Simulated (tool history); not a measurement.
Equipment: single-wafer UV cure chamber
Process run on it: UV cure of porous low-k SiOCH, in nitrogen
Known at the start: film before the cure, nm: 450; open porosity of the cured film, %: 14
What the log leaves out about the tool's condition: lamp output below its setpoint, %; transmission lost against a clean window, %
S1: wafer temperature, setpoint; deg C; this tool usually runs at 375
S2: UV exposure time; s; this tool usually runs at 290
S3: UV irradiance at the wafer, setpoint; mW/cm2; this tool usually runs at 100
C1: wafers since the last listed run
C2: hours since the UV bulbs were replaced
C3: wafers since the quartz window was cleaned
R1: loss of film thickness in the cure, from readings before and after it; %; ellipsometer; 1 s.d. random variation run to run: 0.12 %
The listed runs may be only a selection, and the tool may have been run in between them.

run,hour,S1,S2,S3,C1,C2,C3,R1
1,0.0,375,290,100,0,395.4,1461,8.717
2,86.7,375,290,100,572,482.1,2034,8.650
# hour 143.5: quartz window cleaned
3,144.0,387,250,100,325,539.4,3,8.163
4,205.2,387,250,100,403,600.6,407,8.206
5,231.9,375,290,100,176,627.3,583,8.459
6,262.0,375,290,100,198,657.4,782,8.225
7,316.7,375,290,100,361,712.1,1143,8.044
8,366.2,375,290,100,326,761.6,1470,7.930
# hour 387.7: UV bulbs replaced
9,436.8,385,220,125,413,49.1,1883,8.853
# hour 490.9: quartz window cleaned
10,500.1,387,250,100,365,112.4,60,8.656
11,561.7,367,460,86,406,174.0,467,10.009
12,594.0,386,360,72,213,206.3,680,8.821
13,628.7,383,175,136,229,241.0,909,8.388
14,688.8,361,290,133,396,301.1,1306,9.736

Run 15 has not been measured yet. What should we expect?
# hour 816.7: quartz window cleaned
15,851.4,375,290,137,1020,463.7,228,?

{"run 15": {"R1": 9.937}}
Without the tool's hidden state the same run would have given R1 10.434 %.
